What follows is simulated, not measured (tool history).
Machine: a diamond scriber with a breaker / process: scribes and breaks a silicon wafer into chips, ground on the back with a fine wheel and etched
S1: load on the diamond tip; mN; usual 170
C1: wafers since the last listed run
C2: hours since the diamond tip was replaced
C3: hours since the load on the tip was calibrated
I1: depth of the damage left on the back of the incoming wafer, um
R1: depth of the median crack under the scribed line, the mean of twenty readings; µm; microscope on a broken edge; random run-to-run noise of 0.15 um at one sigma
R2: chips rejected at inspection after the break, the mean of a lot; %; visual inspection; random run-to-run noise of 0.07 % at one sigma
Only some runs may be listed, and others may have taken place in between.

| run | day | S1 | C1 | C2 | C3 | I1 | R1 | R2 |
|---|---|---|---|---|---|---|---|---|
| 1 | 0 | 170 | 0 | 409.7 | 966.6 | 0.47 | 9.43 | 2.67 |
| 2 | 0.783 | 170 | 67 | 428.5 | 985.4 | 0.72 | 9.45 | 2.91 |
| 3 | 1.417 | 170 | 54 | 443.7 | 1000.6 | 0.37 | 9.05 | 2.89 |
| 4 | 2.608 | 170 | 102 | 472.3 | 1029.2 | 0.35 | 9.3 | 3.18 |
| 5 | 3.483 | 170 | 75 | 493.3 | 1050.2 | 0.67 | 9.06 | 3.18 |
| 6 | 4.492 | 170 | 86 | 517.5 | 1074.4 | 0.52 | 8.79 | 3.37 |
| 7 | 5.971 | 170 | 127 | 553 | 1109.9 | 0.65 | 9.15 | 3.49 |
| 8 | 7.154 | 170 | 101 | 581.4 | 1138.3 | 0.51 | 9.01 | 3.77 |
| 9 | 7.675 | 201 | 44 | 593.9 | 1150.8 | 0.7 | 9.81 | 1.88 |
| 10 | 9.071 | 201 | 120 | 627.4 | 1184.3 | 0.53 | 10.08 | 2.1 |
| 11 | 10.442 | 203 | 117 | 660.3 | 1217.2 | 0.59 | 9.81 | 1.94 |
|  | 10.621 | load on the tip recalibrated |
| 12 | 11.458 | 127 | 80 | 684.7 | 20.1 | 0.63 | 7.39 | 13.66 |
| 13 | 12.7 | 133 | 106 | 714.5 | 49.9 | 0.41 | 7.58 | 13.48 |
| 14 | 14.158 | 120 | 125 | 749.5 | 84.9 | 0.33 | 7.02 | 17.21 |
|  | 14.95 | diamond tip replaced by a new one |
| 15 | 15.517 | 136 | 109 | 13.6 | 117.5 | 0.41 | 8.92 | 4.45 |
| 16 | 16.917 | 146 | 120 | 47.2 | 151.1 | 0.61 | 9.08 | 3.07 |
| 17 | 17.796 | 123 | 75 | 68.3 | 172.2 | 0.43 | 8.3 | 7.28 |
| 18 | 19.146 | 121 | 116 | 100.7 | 204.6 | 0.66 | 8.11 | 8.45 |
| 19 | 20.025 | 201 | 75 | 121.8 | 225.7 | 0.43 | 10.98 | 2.53 |
| 20 | 21.375 | 201 | 116 | 154.2 | 258.1 | 0.34 | 11.13 | 2.42 |
| 21 | 22.642 | 143 | 109 | 184.6 | 288.5 | 0.69 | 8.6 | 4.35 |

Pick out some run-to-run changes in R1. Of each, how much would a tool without hidden state show as well, from the settings, what came in and chance, and how much is left for the hidden state and any gauge scatter not in both results compared?
Unlogged tool condition in this case: share of the diamond tip's cutting effectiveness lost through wear, %; deviation of the load on the tip from its setpoint, %.
Run 11 -> 12: S1 203 -> 127, load on the tip recalibrated. R1 -2.42 µm: hidden state +0.32, all else -2.74.
Run 14 -> 15: S1 120 -> 136, diamond tip replaced by a new one. R1 +1.9 µm: hidden state +1.16, all else +0.74.
Run 18 -> 19: S1 121 -> 201. R1 +2.87 µm: hidden state -0.1, all else +2.97.
Run 20 -> 21: S1 201 -> 143. R1 -2.53 µm: hidden state +0.04, all else -2.57.
